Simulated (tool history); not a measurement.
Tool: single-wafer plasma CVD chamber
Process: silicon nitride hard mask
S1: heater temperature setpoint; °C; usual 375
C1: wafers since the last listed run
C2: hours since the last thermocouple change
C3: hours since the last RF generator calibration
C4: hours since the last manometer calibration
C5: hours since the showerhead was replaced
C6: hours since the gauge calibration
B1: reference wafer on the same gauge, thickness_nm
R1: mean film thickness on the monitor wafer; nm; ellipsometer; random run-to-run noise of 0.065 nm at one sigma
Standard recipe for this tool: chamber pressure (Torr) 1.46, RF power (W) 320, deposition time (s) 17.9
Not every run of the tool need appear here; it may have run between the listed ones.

{"run": 1, "hour": 0.0, "S1": 375, "chamber pressure (Torr)": 1.46, "RF power (W)": 320, "deposition time (s)": 17.1, "C1": 0, "C2": 913.1, "C3": 789.4, "C4": 1833.0, "C5": 4426.8, "C6": 69.3, "B1": 18.18, "R1": 17.2}
{"run": 2, "hour": 10.3, "S1": 375, "chamber pressure (Torr)": 1.46, "RF power (W)": 320, "deposition time (s)": 17.1, "C1": 162, "C2": 923.4, "C3": 799.7, "C4": 1843.3, "C5": 4437.1, "C6": 79.6, "B1": 18.185, "R1": 17.125}
{"run": 3, "hour": 22.5, "S1": 375, "chamber pressure (Torr)": 1.46, "RF power (W)": 320, "deposition time (s)": 17.1, "C1": 191, "C2": 935.6, "C3": 811.9, "C4": 1855.5, "C5": 4449.3, "C6": 91.8, "B1": 18.208, "R1": 17.048}
{"run": 4, "hour": 31.2, "S1": 375, "chamber pressure (Torr)": 1.46, "RF power (W)": 320, "deposition time (s)": 17.9, "C1": 136, "C2": 944.3, "C3": 820.6, "C4": 1864.2, "C5": 4458.0, "C6": 100.5, "B1": 18.202, "R1": 17.743}
{"run": 5, "hour": 43.0, "S1": 375, "chamber pressure (Torr)": 1.46, "RF power (W)": 320, "deposition time (s)": 17.9, "C1": 185, "C2": 956.1, "C3": 832.4, "C4": 1876.0, "C5": 4469.8, "C6": 112.3, "B1": 18.195, "R1": 17.852}
{"run": 6, "hour": 54.3, "S1": 375, "chamber pressure (Torr)": 1.46, "RF power (W)": 320, "deposition time (s)": 17.9, "C1": 177, "C2": 967.4, "C3": 843.7, "C4": 1887.3, "C5": 4481.1, "C6": 123.6, "B1": 18.2, "R1": 17.809}
{"run": 7, "hour": 67.5, "S1": 375, "chamber pressure (Torr)": 1.46, "RF power (W)": 270, "deposition time (s)": 17.9, "C1": 207, "C2": 980.6, "C3": 856.9, "C4": 1900.5, "C5": 4494.3, "C6": 136.8, "B1": 18.186, "R1": 14.895}
{"hour": 82.1, "done": "thermocouple changed; heater temperature recalibrated"}
{"run": 8, "hour": 84.7, "S1": 375, "chamber pressure (Torr)": 1.46, "RF power (W)": 270, "deposition time (s)": 17.9, "C1": 144, "C2": 2.6, "C3": 874.1, "C4": 1917.7, "C5": 4511.5, "C6": 154.0, "B1": 18.186, "R1": 14.831}
{"run": 9, "hour": 96.5, "S1": 375, "chamber pressure (Torr)": 1.46, "RF power (W)": 320, "deposition time (s)": 17.9, "C1": 185, "C2": 14.4, "C3": 885.9, "C4": 1929.5, "C5": 4523.3, "C6": 165.8, "B1": 18.228, "R1": 17.7}
{"run": 10, "hour": 113.9, "S1": 375, "chamber pressure (Torr)": 1.46, "RF power (W)": 320, "deposition time (s)": 17.9, "C1": 273, "C2": 31.8, "C3": 903.3, "C4": 1946.9, "C5": 4540.7, "C6": 183.2, "B1": 18.194, "R1": 17.651}
{"hour": 115.9, "done": "gauge calibrated"}
{"hour": 130.7, "done": "showerhead replaced"}
{"run": 11, "hour": 131.2, "S1": 375, "chamber pressure (Torr)": 1.46, "RF power (W)": 320, "deposition time (s)": 21.0, "C1": 146, "C2": 49.1, "C3": 920.6, "C4": 1964.2, "C5": 0.5, "C6": 15.3, "B1": 18.187, "R1": 20.72}
{"run": 12, "hour": 131.5, "S1": 375, "chamber pressure (Torr)": 1.46, "RF power (W)": 320, "deposition time (s)": 17.9, "C1": 4, "C2": 49.4, "C3": 920.9, "C4": 1964.5, "C5": 0.8, "C6": 15.6, "B1": 18.184, "R1": 17.548}
{"run": 13, "hour": 137.1, "S1": 375, "chamber pressure (Torr)": 1.46, "RF power (W)": 375, "deposition time (s)": 17.9, "C1": 88, "C2": 55.0, "C3": 926.5, "C4": 1970.1, "C5": 6.4, "C6": 21.2, "B1": 18.174, "R1": 20.375}
{"run": 14, "hour": 144.3, "S1": 375, "chamber pressure (Torr)": 1.25, "RF power (W)": 320, "deposition time (s)": 16.1, "C1": 113, "C2": 62.2, "C3": 933.7, "C4": 1977.3, "C5": 13.6, "C6": 28.4, "B1": 18.188, "R1": 14.83}
{"hour": 154.4, "done": "capacitance manometer re-zeroed and calibrated"}
{"hour": 161.7, "done": "RF generator calibrated"}
{"run": 15, "hour": 162.2, "S1": 375, "chamber pressure (Torr)": 1.46, "RF power (W)": 320, "deposition time (s)": 17.9, "C1": 40, "C2": 80.1, "C3": 0.5, "C4": 7.8, "C5": 31.5, "C6": 46.3, "B1": 18.191, "R1": 18.807}
{"run": 16, "hour": 162.5, "S1": 375, "chamber pressure (Torr)": 1.46, "RF power (W)": 320, "deposition time (s)": 17.9, "C1": 4, "C2": 80.4, "C3": 0.8, "C4": 8.1, "C5": 31.8, "C6": 46.6, "B1": 18.215, "R1": 18.906}
{"run": 17, "hour": 174.3, "S1": 389, "chamber pressure (Torr)": 1.58, "RF power (W)": 280, "deposition time (s)": 17.0, "C1": 185, "C2": 92.2, "C3": 12.6, "C4": 19.9, "C5": 43.6, "C6": 58.4, "B1": 18.187, "R1": 16.114}
{"run": 18, "hour": 192.3, "S1": 375, "chamber pressure (Torr)": 1.46, "RF power (W)": 320, "deposition time (s)": 17.9, "C1": 283, "C2": 110.2, "C3": 30.6, "C4": 37.9, "C5": 61.6, "C6": 76.4, "B1": 18.175, "R1": 18.817}
{"run": 19, "hour": 203.1, "S1": 362, "chamber pressure (Torr)": 1.17, "RF power (W)": 285, "deposition time (s)": 17.9, "C1": 169, "C2": 121.0, "C3": 41.4, "C4": 48.7, "C5": 72.4, "C6": 87.2, "B1": 18.21, "R1": 15.528}
{"run": 20, "hour": 214.6, "S1": 375, "chamber pressure (Torr)": 1.46, "RF power (W)": 350, "deposition time (s)": 17.9, "C1": 180, "C2": 132.5, "C3": 52.9, "C4": 60.2, "C5": 83.9, "C6": 98.7, "B1": 18.206, "R1": 20.358}

Forecast each of these 5 alternatives for the next run:
{"run": "A", "hour": 215.0, "S1": 375, "chamber pressure (Torr)": 1.46, "RF power (W)": 320, "deposition time (s)": 17.9, "C1": 6, "C2": 132.9, "C3": 53.3, "C4": 60.6, "C5": 84.3, "C6": 99.1, "B1": "?", "R1": "?"}
{"run": "B", "hour": 215.0, "S1": 375, "chamber pressure (Torr)": 1.75, "RF power (W)": 295, "deposition time (s)": 17.9, "C1": 6, "C2": 132.9, "C3": 53.3, "C4": 60.6, "C5": 84.3, "C6": 99.1, "B1": "?", "R1": "?"}
{"run": "C", "hour": 215.0, "S1": 381, "chamber pressure (Torr)": 1.73, "RF power (W)": 285, "deposition time (s)": 17.9, "C1": 6, "C2": 132.9, "C3": 53.3, "C4": 60.6, "C5": 84.3, "C6": 99.1, "B1": "?", "R1": "?"}
{"run": "D", "hour": 215.0, "S1": 375, "chamber pressure (Torr)": 1.46, "RF power (W)": 300, "deposition time (s)": 17.9, "C1": 6, "C2": 132.9, "C3": 53.3, "C4": 60.6, "C5": 84.3, "C6": 99.1, "B1": "?", "R1": "?"}
{"run": "E", "hour": 215.0, "S1": 375, "chamber pressure (Torr)": 1.33, "RF power (W)": 320, "deposition time (s)": 17.9, "C1": 6, "C2": 132.9, "C3": 53.3, "C4": 60.6, "C5": 84.3, "C6": 99.1, "B1": "?", "R1": "?"}

run=A B1=18.210 R1=18.983
run=B B1=18.210 R1=18.717
run=C B1=18.210 R1=17.970
run=D B1=18.210 R1=17.859
run=E B1=18.210 R1=18.315
Take away the tool's hidden state, keep each run's random variation, and the runs would have read:
run=A R1=19.213
run=B R1=18.951
run=C R1=18.203
run=D R1=18.082
run=E R1=18.537
